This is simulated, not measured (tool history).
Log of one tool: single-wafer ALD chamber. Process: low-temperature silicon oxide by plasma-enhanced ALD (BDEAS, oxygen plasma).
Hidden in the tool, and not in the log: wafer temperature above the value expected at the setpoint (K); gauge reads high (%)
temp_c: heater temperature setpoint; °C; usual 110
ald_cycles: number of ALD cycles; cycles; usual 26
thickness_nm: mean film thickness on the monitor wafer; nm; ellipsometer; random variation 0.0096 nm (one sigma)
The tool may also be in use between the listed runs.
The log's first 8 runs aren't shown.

run	day	temp_c	ald_cycles	wafers since the last listed run	hours since the last thermocouple change	hours since the gauge calibration	read-back reference wafer on the same gauge, thickness_nm	thickness_nm
9	3.696	110	26	119	1992.4	99.1	3.070	3.828
10	4.292	110	26	123	2006.7	113.4	3.069	3.845
11	6.000	110	28	353	2047.7	154.4	3.071	4.122
12	6.704	110	23	145	2064.6	171.3	3.070	3.397
13	7.229	110	23	108	2077.2	183.9	3.069	3.409
14	7.767	110	23	111	2090.1	196.8	3.069	3.410
15	8.221	101	26	94	2101.0	207.7	3.071	3.894
16	8.942	117	30	149	2118.3	225.0	3.070	4.384
17	9.871	124	28	192	2140.6	247.3	3.070	4.046
18	10.408	110	26	111	2153.5	260.2	3.070	3.855
19	10.938	98	24	109	2166.2	272.9	3.069	3.620
# day 11.900: thermocouple changed; heater temperature recalibrated
20	13.000	103	24	357	26.4	322.4	3.070	3.584
21	13.592	114	27	122	40.6	336.6	3.070	3.962
# day 13.729: gauge calibrated
22	13.950	110	26	74	49.2	5.3	3.070	3.831
23	14.288	122	26	69	57.3	13.4	3.069	3.763
24	15.033	120	30	154	75.2	31.3	3.070	4.363
25	15.408	110	26	77	84.2	40.3	3.072	3.855
26	15.675	110	26	55	90.6	46.7	3.072	3.830
27	16.021	110	26	71	98.9	55.0	3.070	3.839
28	16.321	100	22	62	106.1	62.2	3.070	3.312
29	17.038	118	28	148	123.3	79.4	3.069	4.074
30	17.721	104	22	141	139.7	95.8	3.071	3.278

Forecast each of these 4 alternatives for the next run:
A	17.738	110	26	3	140.1	96.2	?	?
B	17.738	97	26	3	140.1	96.2	?	?
C	17.738	110	22	3	140.1	96.2	?	?
D	17.738	116	23	3	140.1	96.2	?	?

run	read-back reference wafer on the same gauge, thickness_nm	thickness_nm
A	3.070	3.840
B	3.070	3.931
C	3.070	3.249
D	3.070	3.364
Without the tool's hidden state the same runs would have given:
run	thickness_nm
A	3.840
B	3.931
C	3.249
D	3.364
